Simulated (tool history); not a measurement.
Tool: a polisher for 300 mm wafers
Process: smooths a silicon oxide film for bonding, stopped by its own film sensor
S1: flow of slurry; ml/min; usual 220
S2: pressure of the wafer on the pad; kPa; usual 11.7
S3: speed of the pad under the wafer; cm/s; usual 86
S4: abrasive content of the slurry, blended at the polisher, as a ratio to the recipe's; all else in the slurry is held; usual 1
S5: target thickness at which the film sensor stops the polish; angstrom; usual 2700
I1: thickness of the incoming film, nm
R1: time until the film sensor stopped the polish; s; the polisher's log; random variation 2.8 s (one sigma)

| run | day | S1 | S2 | S3 | S4 | S5 | I1 | R1 |
|---|---|---|---|---|---|---|---|---|
| 1 | 0 | 220 | 11.7 | 86 | 1 | 2700 | 342.2 | 170.9 |
| 2 | 0.279 | 220 | 11.7 | 86 | 1 | 2700 | 346.1 | 179.3 |
| 3 | 0.608 | 220 | 11.7 | 86 | 1 | 2700 | 337.3 | 157.8 |
|  | 0.925 | worn pad replaced by a new one |
| 4 | 1.312 | 220 | 11.7 | 86 | 1 | 2700 | 339 | 163.4 |
| 5 | 1.8 | 220 | 11.7 | 86 | 1 | 2700 | 334.9 | 153.1 |
| 6 | 2.492 | 220 | 11.7 | 86 | 1 | 2700 | 343.3 | 175.2 |
|  | 3.321 | worn pad replaced by a new one |
| 7 | 3.342 | 220 | 11.7 | 86 | 1 | 2600 | 337.9 | 181.1 |
|  | 3.625 | slurry nozzle cleaned |
|  | 3.746 | head pressure recalibrated |
| 8 | 3.917 | 220 | 11.7 | 86 | 1 | 2600 | 343.2 | 172.3 |
| 9 | 5.046 | 175 | 11.7 | 86 | 1 | 2920 | 345.7 | 117.6 |
|  | 5.688 | worn pad replaced by a new one |
|  | 5.962 | slurry blender recalibrated |
| 10 | 7.05 | 220 | 11.7 | 86 | 1 | 2700 | 339.8 | 148.7 |
| 11 | 7.508 | 220 | 11.7 | 86 | 1 | 2700 | 332.9 | 133.6 |
| 12 | 7.871 | 220 | 11.7 | 62 | 1 | 2910 | 334 | 116.1 |
|  | 8.092 | worn pad replaced by a new one |
| 13 | 8.371 | 155 | 8.3 | 86 | 1.15 | 2700 | 344.1 | 207.4 |
| 14 | 8.638 | 220 | 9.7 | 86 | 1 | 2700 | 341.2 | 183.5 |
| 15 | 8.912 | 220 | 11.7 | 86 | 1.2 | 2700 | 341.9 | 135.6 |
| 16 | 9.5 | 220 | 11.7 | 86 | 1 | 2500 | 332.8 | 180 |

What the log doesn't show, run by run:
removal rate lost through wear of the pad, %: 0 in every run
slurry flow missing at the pad, %: 0 in every run
abrasive missing from the slurry, %: 0 in every run
H1: deviation of the head's pressure from its setpoint, %
| run | H1 |
|---|---|
| 1 | -10.3 |
| 2 | -10.4 |
| 3 | -10.6 |
| 4 | -11.1 |
| 5 | -11.4 |
| 6 | -11.8 |
| 7 | -12.4 |
| 8 | 0.56 |
| 9 | -0.151 |
| 10 | -1.41 |
| 11 | -1.7 |
| 12 | -1.93 |
| 13 | -2.24 |
| 14 | -2.41 |
| 15 | -2.59 |
| 16 | -2.96 |
